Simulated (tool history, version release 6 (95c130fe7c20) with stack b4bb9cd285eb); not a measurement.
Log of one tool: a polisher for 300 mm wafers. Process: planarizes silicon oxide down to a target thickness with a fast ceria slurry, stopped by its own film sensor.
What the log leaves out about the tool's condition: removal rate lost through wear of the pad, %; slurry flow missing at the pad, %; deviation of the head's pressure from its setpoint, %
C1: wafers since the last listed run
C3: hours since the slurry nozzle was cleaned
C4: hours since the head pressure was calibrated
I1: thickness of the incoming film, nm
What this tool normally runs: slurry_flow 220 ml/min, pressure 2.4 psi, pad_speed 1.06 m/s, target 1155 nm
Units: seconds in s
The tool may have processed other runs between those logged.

Run 1, day 0.000: usual settings but target 1064 nm; C1 0; wafers polished on this pad 1368; C3 22.5; C4 462.0; I1 2246.7. Result: seconds 82.9 s.
Run 2, day 1.025: usual settings but pressure 2.0 psi; C1 300; wafers polished on this pad 1668; C3 47.1; C4 486.6; I1 2239.9. Result: seconds 92.4 s.
Run 3, day 2.117: usual settings but pressure 2.0 psi; C1 319; wafers polished on this pad 1988; C3 73.3; C4 512.8; I1 2285.6. Result: seconds 99.5 s.
At day 3.421: worn pad replaced by a new one.
Run 4, day 4.558: usual settings but pressure 3.0 psi; C1 666; wafers polished on this pad 332; C3 131.9; C4 571.4; I1 2282.6. Result: seconds 67.3 s.
Run 5, day 5.583: usual settings but pressure 3.0 psi; C1 300; wafers polished on this pad 632; C3 156.5; C4 596.0; I1 2241.3. Result: seconds 63.2 s.
Run 6, day 8.033: usual settings; C1 717; wafers polished on this pad 1350; C3 215.3; C4 654.8; I1 2257.8. Result: seconds 79.3 s.
At day 10.958: worn pad replaced by a new one.
At day 12.133: slurry nozzle cleaned.
Run 7, day 16.204: usual settings but slurry_flow 255 ml/min; C1 2332; wafers polished on this pad 1524; C3 97.7; C4 850.9; I1 2283.8. Result: seconds 79.8 s.
At day 17.275: worn pad replaced by a new one.
Run 8, day 17.821: usual settings but slurry_flow 255 ml/min; C1 424; wafers polished on this pad 160; C3 136.5; C4 889.7; I1 2249.4. Result: seconds 78.8 s.
Run 9, day 20.604: usual settings but pressure 3.0 psi, pad_speed 1.18 m/s; C1 815; wafers polished on this pad 975; C3 203.3; C4 956.5; I1 2282.1. Result: seconds 58.2 s.
Run 10, day 23.454: usual settings but slurry_flow 275 ml/min, pressure 1.7 psi, pad_speed 0.86 m/s; C1 834; wafers polished on this pad 1810; C3 271.7; C4 1024.9; I1 2252.2. Result: seconds 133.4 s.
At day 23.642: worn pad replaced by a new one.
At day 24.588: slurry nozzle cleaned.
Run 11, day 25.379: usual settings but slurry_flow 250 ml/min, pressure 2.1 psi; C1 502; wafers polished on this pad 496; C3 19.0; C4 1071.1; I1 2284.3. Result: seconds 91.0 s.
At day 26.329: head pressure recalibrated.
Run 12, day 27.900: usual settings but slurry_flow 185 ml/min, pressure 1.7 psi, pad_speed 1.24 m/s, target 909 nm; C1 713; wafers polished on this pad 1210; C3 79.5; C4 37.7; I1 2234.2. Result: seconds 117.9 s.
Run 13, day 29.362: usual settings; C1 428; wafers polished on this pad 1638; C3 114.6; C4 72.8; I1 2234.9. Result: seconds 78.0 s.
At day 30.796: worn pad replaced by a new one.
Run 14, day 31.279: usual settings; C1 512; wafers polished on this pad 142; C3 160.6; C4 118.8; I1 2259.6. Result: seconds 79.3 s.
Run 15, day 33.325: usual settings; C1 599; wafers polished on this pad 741; C3 209.7; C4 167.9; I1 2246.6. Result: seconds 78.5 s.
Run 16, day 34.362: usual settings but slurry_flow 290 ml/min, pressure 1.9 psi, pad_speed 1.20 m/s, target 818 nm; C1 303; wafers polished on this pad 1045; C3 234.6; C4 192.8; I1 2248.2. Result: seconds 112.7 s.
Run 17, day 35.404: usual settings but slurry_flow 180 ml/min, pad_speed 0.84 m/s; C1 305; wafers polished on this pad 1350; C3 259.6; C4 217.8; I1 2227.1. Result: seconds 99.5 s.

Entry by entry between the runs, the difference in hidden state between the last listed run before and the first listed run after:
Logged between run 3 and run 4: worn pad replaced by a new one (day 3.421)
  the hidden state is the same at both runs
Logged between run 6 and run 7: worn pad replaced by a new one (day 10.958); slurry nozzle cleaned (day 12.133)
  the hidden state is the same at both runs
Logged between run 7 and run 8: worn pad replaced by a new one (day 17.275)
  the hidden state is the same at both runs
Logged between run 10 and run 11: worn pad replaced by a new one (day 23.642); slurry nozzle cleaned (day 24.588)
  the hidden state is the same at both runs
Logged between run 11 and run 12: head pressure recalibrated (day 26.329)
  the hidden state is the same at both runs
Logged between run 13 and run 14: worn pad replaced by a new one (day 30.796)
  the hidden state is the same at both runs
